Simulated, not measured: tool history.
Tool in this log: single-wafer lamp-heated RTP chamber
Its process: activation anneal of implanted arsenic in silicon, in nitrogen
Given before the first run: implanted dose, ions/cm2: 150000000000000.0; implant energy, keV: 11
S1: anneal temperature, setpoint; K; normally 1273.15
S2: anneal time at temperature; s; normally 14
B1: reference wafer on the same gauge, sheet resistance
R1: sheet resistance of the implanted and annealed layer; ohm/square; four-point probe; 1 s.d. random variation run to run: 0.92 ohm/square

run,hour,S1,S2,B1,R1
1,0.0,1273.15,14,559.07,607.38
2,53.0,1273.15,14,558.96,607.68
# hour 72.4: pyrometer window cleaned and pyrometer calibrated
3,78.8,1273.15,14,558.66,608.33
# hour 89.4: reflector plate cleaned
4,139.6,1291.15,18,558.62,602.52
5,190.7,1291.15,18,558.49,602.40
6,234.9,1273.15,14,558.32,608.01
# hour 363.0: pyrometer window cleaned and pyrometer calibrated
7,375.3,1273.15,11,558.12,609.81
8,404.5,1273.15,11,558.05,608.01
9,464.7,1273.15,11,558.16,609.16
10,490.8,1295.15,14,557.86,602.52
11,569.6,1273.15,14,557.74,607.93
# hour 611.2: reflector plate cleaned
# hour 622.8: pyrometer window cleaned and pyrometer calibrated
12,625.2,1273.15,14,557.72,607.25
13,656.5,1273.15,14,557.68,605.68
14,694.6,1273.15,14,557.70,607.53
15,727.6,1273.15,14,557.55,606.04
16,755.0,1273.15,14,557.56,606.78
17,783.0,1300.15,19,557.72,597.11
18,829.9,1293.15,8,557.72,605.86
# hour 879.0: pyrometer window cleaned and pyrometer calibrated
19,884.9,1273.15,9,557.44,609.46
20,936.7,1273.15,14,557.65,606.56
21,996.7,1273.15,14,557.35,606.21
# hour 1061.6: gauge calibrated
# hour 1145.8: reflector plate cleaned
22,1163.2,1287.15,14,562.71,609.09
# hour 1193.9: pyrometer window cleaned and pyrometer calibrated
23,1230.9,1288.15,14,561.68,608.21
24,1258.0,1283.15,6,561.74,615.13
25,1291.9,1273.15,11,561.15,612.04
26,1338.8,1284.15,18,560.63,606.73
27,1364.6,1259.15,20,560.49,607.17
28,1389.7,1264.15,19,560.31,609.40
29,1444.5,1251.15,18,559.92,610.38
# hour 1508.4: pyrometer window cleaned and pyrometer calibrated
30,1508.9,1264.15,17,559.71,607.91

For some of the steps in R1 from one run to the next: how much would appear even if the tool had no hidden state, given the settings, what came in and random variation, and how much remains for the hidden state plus any gauge scatter that the measured result and the result without hidden state don't share?
Unlogged tool condition in this case: true wafer temperature minus pyrometer reading, K; wafer temperature error from the tarnished reflector plate, K; gauge reads high (%).
Run 16 -> 17: S1 1273.15 -> 1300.15, S2 14 -> 19. R1 -9.67 ohm/square: hidden state +0.09, all else -9.76.
Run 17 -> 18: S1 1300.15 -> 1293.15, S2 19 -> 8. R1 +8.75 ohm/square: hidden state -0.14, all else +8.89.
Run 21 -> 22: S1 1273.15 -> 1287.15, gauge calibrated, reflector plate cleaned. R1 +2.88 ohm/square: hidden state +5.60, all else -2.72.
Run 22 -> 23: S1 1287.15 -> 1288.15, pyrometer window cleaned and pyrometer calibrated. R1 -0.88 ohm/square: hidden state -0.85, all else -0.03.
Run 23 -> 24: S1 1288.15 -> 1283.15, S2 14 -> 6. R1 +6.92 ohm/square: hidden state -0.34, all else +7.26.
Run 28 -> 29: S1 1264.15 -> 1251.15, S2 19 -> 18. R1 +0.98 ohm/square: hidden state -0.48, all else +1.46.

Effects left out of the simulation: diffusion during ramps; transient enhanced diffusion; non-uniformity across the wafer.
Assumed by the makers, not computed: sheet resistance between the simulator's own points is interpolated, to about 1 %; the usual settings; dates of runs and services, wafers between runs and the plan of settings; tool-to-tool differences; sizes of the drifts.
